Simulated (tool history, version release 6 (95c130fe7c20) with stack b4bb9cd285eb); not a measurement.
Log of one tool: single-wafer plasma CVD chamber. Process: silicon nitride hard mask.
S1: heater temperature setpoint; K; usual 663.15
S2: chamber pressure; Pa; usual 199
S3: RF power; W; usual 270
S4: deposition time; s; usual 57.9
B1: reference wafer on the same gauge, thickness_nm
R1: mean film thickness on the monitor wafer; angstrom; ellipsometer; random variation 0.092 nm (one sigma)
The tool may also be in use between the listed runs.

| run | day | S1 | S2 | S3 | S4 | B1 | R1 |
|---|---|---|---|---|---|---|---|
| 1 | 0 | 663.15 | 199 | 305 | 61.6 | 67.186 | 669.93 |
| 2 | 0.671 | 663.15 | 199 | 305 | 61.6 | 67.182 | 667.23 |
| 3 | 1.321 | 663.15 | 199 | 305 | 61.6 | 67.2 | 665.28 |
| 4 | 1.625 | 663.15 | 199 | 270 | 57.9 | 67.177 | 558.39 |
| 5 | 2.142 | 663.15 | 199 | 270 | 57.9 | 67.194 | 557.56 |
| 6 | 2.883 | 663.15 | 199 | 290 | 57.9 | 67.228 | 596.17 |
| 7 | 3.312 | 663.15 | 177 | 270 | 57.9 | 67.182 | 544.15 |
|  | 3.658 | thermocouple changed; heater temperature recalibrated |
|  | 4.271 | showerhead replaced |
| 8 | 4.292 | 663.15 | 177 | 270 | 57.9 | 67.212 | 542.14 |
| 9 | 4.783 | 663.15 | 177 | 270 | 57.9 | 67.218 | 542.16 |
| 10 | 5.042 | 675.15 | 236 | 325 | 57.9 | 67.203 | 681.6 |
| 11 | 5.562 | 663.15 | 177 | 270 | 57.9 | 67.162 | 543.31 |
|  | 5.658 | gauge calibrated |
|  | 6.404 | RF generator calibrated |
| 12 | 6.425 | 663.15 | 159 | 270 | 53.4 | 67.222 | 539.33 |
| 13 | 6.546 | 663.15 | 199 | 270 | 57.9 | 67.202 | 613.26 |
|  | 7.471 | capacitance manometer re-zeroed and calibrated |
| 14 | 7.492 | 655.15 | 199 | 270 | 57.9 | 67.194 | 614.19 |
| 15 | 7.962 | 652.15 | 183 | 245 | 68.7 | 67.166 | 649.6 |
| 16 | 8.417 | 657.15 | 164 | 220 | 57.9 | 67.201 | 474.35 |
| 17 | 8.675 | 663.15 | 199 | 270 | 57.9 | 67.207 | 610.4 |
| 18 | 8.958 | 655.15 | 199 | 270 | 57.9 | 67.2 | 611.73 |
| 19 | 9.538 | 653.15 | 199 | 270 | 57.9 | 67.206 | 612.75 |

Forecast each of these 3 alternatives for the next run:
| A | 9.554 | 663.15 | 199 | 270 | 57.9 | ? | ? |
| B | 9.554 | 652.15 | 199 | 270 | 66 | ? | ? |
| C | 9.554 | 652.15 | 199 | 325 | 57.9 | ? | ? |

| run | B1 | R1 |
|---|---|---|
| A | 67.221 | 610.77 |
| B | 67.221 | 699.17 |
| C | 67.221 | 724.45 |
Without the tool's hidden state the same runs would have given:
| run | R1 |
|---|---|
| A | 616.79 |
| B | 706.06 |
| C | 730.81 |

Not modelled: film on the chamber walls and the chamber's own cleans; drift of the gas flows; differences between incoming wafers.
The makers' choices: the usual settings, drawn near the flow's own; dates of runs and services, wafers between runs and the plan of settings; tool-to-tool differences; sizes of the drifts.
